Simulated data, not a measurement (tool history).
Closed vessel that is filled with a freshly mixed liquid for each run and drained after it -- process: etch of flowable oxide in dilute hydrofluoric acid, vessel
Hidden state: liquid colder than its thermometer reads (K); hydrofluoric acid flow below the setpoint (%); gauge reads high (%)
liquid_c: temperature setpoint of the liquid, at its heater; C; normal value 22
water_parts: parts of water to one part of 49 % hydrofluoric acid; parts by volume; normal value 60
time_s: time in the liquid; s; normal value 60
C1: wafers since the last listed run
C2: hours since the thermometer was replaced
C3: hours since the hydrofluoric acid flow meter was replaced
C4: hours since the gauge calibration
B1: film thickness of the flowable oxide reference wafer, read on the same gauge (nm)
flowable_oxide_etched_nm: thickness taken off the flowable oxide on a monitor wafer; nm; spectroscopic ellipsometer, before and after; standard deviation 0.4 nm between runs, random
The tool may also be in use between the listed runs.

{"run": 1, "hour": 0.0, "liquid_c": 22, "water_parts": 60, "time_s": 60, "C1": 0, "C2": 1023.3, "C3": 345.1, "C4": 382.7, "B1": 60, "flowable_oxide_etched_nm": 67.52}
{"run": 2, "hour": 41.7, "liquid_c": 22, "water_parts": 60, "time_s": 60, "C1": 6143, "C2": 1065, "C3": 386.8, "C4": 424.4, "B1": 60, "flowable_oxide_etched_nm": 67.37}
{"run": 3, "hour": 104.5, "liquid_c": 22, "water_parts": 60, "time_s": 60, "C1": 9251, "C2": 1127.8, "C3": 449.6, "C4": 487.2, "B1": 60.01, "flowable_oxide_etched_nm": 66.69}
{"run": 4, "hour": 144.8, "liquid_c": 22, "water_parts": 60, "time_s": 60, "C1": 5937, "C2": 1168.1, "C3": 489.9, "C4": 527.5, "B1": 59.99, "flowable_oxide_etched_nm": 66.79}
{"run": 5, "hour": 245.4, "liquid_c": 22, "water_parts": 60, "time_s": 60, "C1": 14820, "C2": 1268.7, "C3": 590.5, "C4": 628.1, "B1": 60.04, "flowable_oxide_etched_nm": 66.28}
{"run": 6, "hour": 322.1, "liquid_c": 24, "water_parts": 60, "time_s": 60, "C1": 11299, "C2": 1345.4, "C3": 667.2, "C4": 704.8, "B1": 60, "flowable_oxide_etched_nm": 72.37}
{"run": 7, "hour": 363.6, "liquid_c": 23, "water_parts": 60, "time_s": 60, "C1": 6113, "C2": 1386.9, "C3": 708.7, "C4": 746.3, "B1": 60.03, "flowable_oxide_etched_nm": 69.3}
{"hour": 445.4, "done": "hydrofluoric acid flow meter replaced"}
{"run": 8, "hour": 462.9, "liquid_c": 22, "water_parts": 60, "time_s": 60, "C1": 14481, "C2": 1486.2, "C3": 17.5, "C4": 845.6, "B1": 60.01, "flowable_oxide_etched_nm": 66.4}
{"run": 9, "hour": 542.3, "liquid_c": 22, "water_parts": 60, "time_s": 60, "C1": 11697, "C2": 1565.6, "C3": 96.9, "C4": 925, "B1": 59.95, "flowable_oxide_etched_nm": 65.02}
{"hour": 567.9, "done": "gauge calibrated"}
{"run": 10, "hour": 623.8, "liquid_c": 22, "water_parts": 60, "time_s": 60, "C1": 12006, "C2": 1647.1, "C3": 178.4, "C4": 55.9, "B1": 60.03, "flowable_oxide_etched_nm": 65.23}
{"run": 11, "hour": 670.2, "liquid_c": 22, "water_parts": 60, "time_s": 60, "C1": 6835, "C2": 1693.5, "C3": 224.8, "C4": 102.3, "B1": 60, "flowable_oxide_etched_nm": 65.07}
{"run": 12, "hour": 730.9, "liquid_c": 20, "water_parts": 50, "time_s": 75, "C1": 8942, "C2": 1754.2, "C3": 285.5, "C4": 163, "B1": 59.96, "flowable_oxide_etched_nm": 90.27}
{"run": 13, "hour": 816.5, "liquid_c": 17, "water_parts": 50, "time_s": 75, "C1": 12610, "C2": 1839.8, "C3": 371.1, "C4": 248.6, "B1": 59.95, "flowable_oxide_etched_nm": 78.78}
{"run": 14, "hour": 890.9, "liquid_c": 23.5, "water_parts": 60, "time_s": 60, "C1": 10960, "C2": 1914.2, "C3": 445.5, "C4": 323, "B1": 60.02, "flowable_oxide_etched_nm": 69.31}
{"run": 15, "hour": 966.6, "liquid_c": 22, "water_parts": 60, "time_s": 60, "C1": 11152, "C2": 1989.9, "C3": 521.2, "C4": 398.7, "B1": 60.01, "flowable_oxide_etched_nm": 64.21}
{"run": 16, "hour": 1015.3, "liquid_c": 23.5, "water_parts": 35, "time_s": 30, "C1": 7174, "C2": 2038.6, "C3": 569.9, "C4": 447.4, "B1": 59.99, "flowable_oxide_etched_nm": 60.43}
{"hour": 1048.6, "done": "thermometer replaced"}
{"run": 17, "hour": 1083.6, "liquid_c": 22, "water_parts": 50, "time_s": 60, "C1": 9914, "C2": 35, "C3": 638.2, "C4": 515.7, "B1": 60.03, "flowable_oxide_etched_nm": 83.79}
{"hour": 1220.4, "done": "hydrofluoric acid flow meter replaced"}
{"run": 18, "hour": 1240.0, "liquid_c": 22, "water_parts": 60, "time_s": 60, "C1": 22893, "C2": 191.4, "C3": 19.6, "C4": 672.1, "B1": 59.97, "flowable_oxide_etched_nm": 68.51}
{"run": 19, "hour": 1304.6, "liquid_c": 23.5, "water_parts": 80, "time_s": 45, "C1": 9516, "C2": 256, "C3": 84.2, "C4": 736.7, "B1": 60, "flowable_oxide_etched_nm": 39.95}
{"run": 20, "hour": 1401.3, "liquid_c": 22, "water_parts": 60, "time_s": 60, "C1": 14245, "C2": 352.7, "C3": 180.9, "C4": 833.4, "B1": 60, "flowable_oxide_etched_nm": 67.83}
{"run": 21, "hour": 1508.9, "liquid_c": 19.5, "water_parts": 30, "time_s": 90, "C1": 15851, "C2": 460.3, "C3": 288.5, "C4": 941, "B1": 60, "flowable_oxide_etched_nm": 189.23}
{"hour": 1539.1, "done": "gauge calibrated"}
{"run": 22, "hour": 1595.1, "liquid_c": 22, "water_parts": 60, "time_s": 60, "C1": 12699, "C2": 546.5, "C3": 374.7, "C4": 56, "B1": 60.02, "flowable_oxide_etched_nm": 67.39}
{"run": 23, "hour": 1657.9, "liquid_c": 24.5, "water_parts": 90, "time_s": 40, "C1": 9251, "C2": 609.3, "C3": 437.5, "C4": 118.8, "B1": 59.97, "flowable_oxide_etched_nm": 32.13}

Entry by entry between the runs, the difference in hidden state between the last listed run before and the first listed run after:
Between runs 7 and 8: hydrofluoric acid flow meter replaced (hour 445.4)
  liquid colder than its thermometer reads (K): 1.57 -> 1.67
  measured result minus the result with no hidden state, flowable_oxide_etched_nm: -4.66 -> -4.8 nm
Between runs 9 and 10: gauge calibrated (hour 567.9)
  liquid colder than its thermometer reads (K): 1.75 -> 1.83
  measured result minus the result with no hidden state, flowable_oxide_etched_nm: -4.93 -> -5.19 nm
Between runs 16 and 17: thermometer replaced (hour 1048.6)
  liquid colder than its thermometer reads (K): 2.24 -> 0.515
  measured result minus the result with no hidden state, flowable_oxide_etched_nm: -5.98 -> -1.84 nm
Between runs 17 and 18: hydrofluoric acid flow meter replaced (hour 1220.4)
  liquid colder than its thermometer reads (K): 0.515 -> 0.676
  measured result minus the result with no hidden state, flowable_oxide_etched_nm: -1.84 -> -1.97 nm
Between runs 21 and 22: gauge calibrated (hour 1539.1)
  liquid colder than its thermometer reads (K): 0.953 -> 1.04
  measured result minus the result with no hidden state, flowable_oxide_etched_nm: -7.97 -> -2.98 nm
